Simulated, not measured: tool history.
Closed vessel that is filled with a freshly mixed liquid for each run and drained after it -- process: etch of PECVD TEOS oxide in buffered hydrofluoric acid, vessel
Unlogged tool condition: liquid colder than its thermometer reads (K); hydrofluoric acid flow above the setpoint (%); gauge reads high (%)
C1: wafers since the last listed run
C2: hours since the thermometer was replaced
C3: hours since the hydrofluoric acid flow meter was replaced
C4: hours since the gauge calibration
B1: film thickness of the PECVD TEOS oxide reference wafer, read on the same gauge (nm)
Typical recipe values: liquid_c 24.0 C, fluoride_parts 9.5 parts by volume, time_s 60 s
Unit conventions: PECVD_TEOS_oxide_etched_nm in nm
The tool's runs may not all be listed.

run 1 hour=0.0 | liquid_c=24.0 fluoride_parts=9.5 time_s=85 | C1=0 C2=1836.5 C3=658.2 C4=473.8 | B1=80.05 | PECVD_TEOS_oxide_etched_nm=235.79
run 2 hour=71.3 | liquid_c=24.0 fluoride_parts=9.5 time_s=85 | C1=8368 C2=1907.8 C3=729.5 C4=545.1 | B1=80.01 | PECVD_TEOS_oxide_etched_nm=233.24
run 3 hour=134.6 | liquid_c=24.0 fluoride_parts=9.5 time_s=60 | C1=7429 C2=1971.1 C3=792.8 C4=608.4 | B1=79.97 | PECVD_TEOS_oxide_etched_nm=165.98
run 4 hour=205.9 | liquid_c=24.0 fluoride_parts=9.5 time_s=60 | C1=8368 C2=2042.4 C3=864.1 C4=679.7 | B1=79.99 | PECVD_TEOS_oxide_etched_nm=165.51
run 5 hour=230.0 | liquid_c=24.0 fluoride_parts=9.5 time_s=60 | C1=2828 C2=2066.5 C3=888.2 C4=703.8 | B1=79.97 | PECVD_TEOS_oxide_etched_nm=167.13
run 6 hour=298.5 | liquid_c=24.0 fluoride_parts=9.5 time_s=60 | C1=8039 C2=2135.0 C3=956.7 C4=772.3 | B1=80.01 | PECVD_TEOS_oxide_etched_nm=169.41
run 7 hour=350.7 | liquid_c=24.0 fluoride_parts=9.5 time_s=70 | C1=6126 C2=2187.2 C3=1008.9 C4=824.5 | B1=79.97 | PECVD_TEOS_oxide_etched_nm=194.32
run 8 hour=413.6 | liquid_c=24.0 fluoride_parts=9.5 time_s=70 | C1=7382 C2=2250.1 C3=1071.8 C4=887.4 | B1=80.01 | PECVD_TEOS_oxide_etched_nm=199.89
run 9 hour=461.0 | liquid_c=24.0 fluoride_parts=9.5 time_s=70 | C1=5563 C2=2297.5 C3=1119.2 C4=934.8 | B1=79.99 | PECVD_TEOS_oxide_etched_nm=196.46
-- hour=464.7 gauge calibrated
run 10 hour=496.2 | liquid_c=24.0 fluoride_parts=9.5 time_s=60 | C1=4131 C2=2332.7 C3=1154.4 C4=31.5 | B1=79.97 | PECVD_TEOS_oxide_etched_nm=173.34
run 11 hour=526.3 | liquid_c=22.5 fluoride_parts=9.5 time_s=60 | C1=3532 C2=2362.8 C3=1184.5 C4=61.6 | B1=80.06 | PECVD_TEOS_oxide_etched_nm=157.66
run 12 hour=574.8 | liquid_c=22.5 fluoride_parts=9.5 time_s=60 | C1=5692 C2=2411.3 C3=1233.0 C4=110.1 | B1=79.96 | PECVD_TEOS_oxide_etched_nm=157.07
run 13 hour=644.1 | liquid_c=19.0 fluoride_parts=6.5 time_s=60 | C1=8133 C2=2480.6 C3=1302.3 C4=179.4 | B1=80.01 | PECVD_TEOS_oxide_etched_nm=187.31
-- hour=673.0 thermometer replaced
run 14 hour=676.9 | liquid_c=24.0 fluoride_parts=9.5 time_s=75 | C1=3732 C2=3.9 C3=1335.1 C4=212.2 | B1=80.01 | PECVD_TEOS_oxide_etched_nm=212.91

Run 15 is up next; what results do you expect?
run 15 hour=719.2 | liquid_c=24.0 fluoride_parts=9.5 time_s=60 | C1=4964 C2=46.2 C3=1377.4 C4=254.5 | B1=? | PECVD_TEOS_oxide_etched_nm=?

B1: 79.99
PECVD_TEOS_oxide_etched_nm: 170.43 nm
On a tool with no hidden condition, and with the same random variation, this run would have come out at PECVD_TEOS_oxide_etched_nm 157.14 nm.

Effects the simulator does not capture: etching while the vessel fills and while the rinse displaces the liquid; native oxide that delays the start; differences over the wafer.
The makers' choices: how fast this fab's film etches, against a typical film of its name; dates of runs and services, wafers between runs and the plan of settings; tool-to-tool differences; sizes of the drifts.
